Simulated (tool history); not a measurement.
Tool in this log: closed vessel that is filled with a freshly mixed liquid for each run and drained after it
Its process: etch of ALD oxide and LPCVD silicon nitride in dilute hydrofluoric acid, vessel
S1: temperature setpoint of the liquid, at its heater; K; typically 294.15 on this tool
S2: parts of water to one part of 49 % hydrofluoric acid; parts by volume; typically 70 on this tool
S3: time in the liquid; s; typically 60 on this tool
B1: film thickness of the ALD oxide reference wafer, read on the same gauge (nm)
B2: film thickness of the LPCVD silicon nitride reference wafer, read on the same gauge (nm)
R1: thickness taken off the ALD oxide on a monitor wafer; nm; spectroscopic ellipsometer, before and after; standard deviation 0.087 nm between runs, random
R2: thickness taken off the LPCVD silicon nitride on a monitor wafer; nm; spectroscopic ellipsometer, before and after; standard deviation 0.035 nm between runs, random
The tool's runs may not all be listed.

Run 1, hour 0.0: usual settings; B1 69.97; B2 59.990. Result: R1 16.49 nm, R2 0.347 nm.
Run 2, hour 66.9: usual settings; B1 70.02; B2 60.040. Result: R1 16.67 nm, R2 0.359 nm.
Run 3, hour 128.0: usual settings; B1 69.97; B2 60.026. Result: R1 16.44 nm, R2 0.413 nm.
Run 4, hour 175.9: usual settings; B1 70.01; B2 59.998. Result: R1 16.63 nm, R2 0.310 nm.
Run 5, hour 208.8: usual settings; B1 70.00; B2 59.993. Result: R1 16.54 nm, R2 0.303 nm.
Run 6, hour 274.8: usual settings; B1 70.00; B2 59.994. Result: R1 16.47 nm, R2 0.383 nm.
Run 7, hour 319.0: usual settings but S1 290.65 K, S2 90 parts by volume, S3 85 s; B1 70.01; B2 60.017. Result: R1 15.61 nm, R2 0.232 nm.
At hour 343.2: thermometer replaced.
Run 8, hour 367.1: usual settings; B1 70.01; B2 60.021. Result: R1 16.75 nm, R2 0.335 nm.
Run 9, hour 400.9: usual settings but S2 40 parts by volume; B1 70.02; B2 59.987. Result: R1 30.34 nm, R2 0.564 nm.
Run 10, hour 427.6: usual settings but S1 295.65 K, S2 85 parts by volume; B1 69.99; B2 59.979. Result: R1 14.31 nm, R2 0.340 nm.
Run 11, hour 483.1: usual settings; B1 70.00; B2 60.018. Result: R1 16.60 nm, R2 0.333 nm.
At hour 498.9: hydrofluoric acid flow meter replaced.
Run 12, hour 540.9: usual settings but S2 45 parts by volume, S3 75 s; B1 69.99; B2 59.961. Result: R1 32.44 nm, R2 0.632 nm.
Run 13, hour 582.4: usual settings; B1 69.98; B2 59.994. Result: R1 16.31 nm, R2 0.269 nm.
At hour 638.2: gauge calibrated.
Run 14, hour 640.3: usual settings but S1 291.15 K, S2 105 parts by volume; B1 70.02; B2 60.009. Result: R1 9.23 nm, R2 0.166 nm.

Run 15 has not been measured yet. What should we expect?
Run 15, hour 711.9: usual settings but S3 85 s; B1 ?; B2 ?. Result: R1 ?, R2 ?.

{"run 15": {"B1": 70.01, "B2": 60.04, "R1": 23.1, "R2": 0.478}}
Minus the tool's unlogged condition, the same run would have read R1 22.98 nm, R2 0.476 nm.
